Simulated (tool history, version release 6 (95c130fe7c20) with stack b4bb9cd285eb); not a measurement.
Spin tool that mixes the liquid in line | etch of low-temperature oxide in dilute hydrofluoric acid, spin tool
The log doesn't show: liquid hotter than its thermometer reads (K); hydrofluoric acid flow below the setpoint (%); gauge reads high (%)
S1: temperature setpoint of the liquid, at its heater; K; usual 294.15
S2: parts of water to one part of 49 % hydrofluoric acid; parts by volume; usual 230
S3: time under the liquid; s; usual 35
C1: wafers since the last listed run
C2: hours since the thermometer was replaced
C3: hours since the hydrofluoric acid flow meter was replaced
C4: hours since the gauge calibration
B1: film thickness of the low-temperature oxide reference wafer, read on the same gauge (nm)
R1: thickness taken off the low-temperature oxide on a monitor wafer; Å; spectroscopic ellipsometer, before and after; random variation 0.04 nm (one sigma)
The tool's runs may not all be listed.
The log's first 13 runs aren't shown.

run	day	S1	S2	S3	C1	C2	C3	C4	B1	R1
# day 60.296: hydrofluoric acid flow meter replaced
14	60.317	294.15	230	35	2148	288.4	0.5	463.6	40.019	42.79
15	62.312	294.15	230	35	985	336.3	48.4	511.5	40.042	42.07
16	66.012	294.15	230	35	1826	425.1	137.2	600.3	39.978	42.89
17	68.142	294.15	145	35	1050	476.2	188.3	651.4	39.989	71.69
18	70.075	294.15	195	20	954	522.6	234.7	697.8	40.001	28.99
19	73.229	294.15	230	35	1556	598.3	310.4	773.5	40.007	41.61
20	77.808	298.65	290	20	2259	708.2	420.3	883.4	40.047	20.82
# day 88.704: hydrofluoric acid flow meter replaced
21	91.046	294.15	230	35	6512	1025.9	56.2	1201.1	40.014	42.38
22	93.796	294.15	230	35	1357	1091.9	122.2	1267.1	39.97	41.97
23	96.962	298.65	290	20	1562	1167.9	198.2	1343.1	40.018	20.45
24	98.796	297.15	230	15	904	1211.9	242.2	1387.1	39.967	20.07
25	101.108	296.65	195	50	1141	1267.4	297.7	1442.6	39.996	78.2
26	104.4	294.15	230	20	1624	1346.4	376.7	1521.6	40.035	23.47
27	107.742	294.15	230	30	1649	1426.6	456.9	1601.8	40.027	34.88
28	109.921	294.15	305	20	1075	1478.9	509.2	1654.1	40.004	16.14
# day 113.196: thermometer replaced
29	113.533	294.15	230	50	1762	8.1	595.9	1740.8	40.031	57.67
30	115.038	294.15	140	35	742	44.2	632	1776.9	39.98	72.24
31	117.742	298.15	265	40	1334	109.1	696.9	1841.8	39.989	44.14

5 ways to go on from here, each from the tool as it stands after run 31. What would each give?
A	117.758	294.15	230	35	8	109.5	697.3	1842.2	?	?
B	117.758	290.15	230	35	8	109.5	697.3	1842.2	?	?
C	117.758	290.15	160	40	8	109.5	697.3	1842.2	?	?
D	117.758	296.65	260	25	8	109.5	697.3	1842.2	?	?
E	117.758	294.15	230	25	8	109.5	697.3	1842.2	?	?

run	B1	R1
A	39.974	40.26
B	39.974	34.58
C	39.974	60.78
D	39.974	27.01
E	39.974	28.76
Without the tool's hidden state the same runs would have given:
run	R1
A	43.45
B	37.27
C	65.31
D	29.22
E	31.04
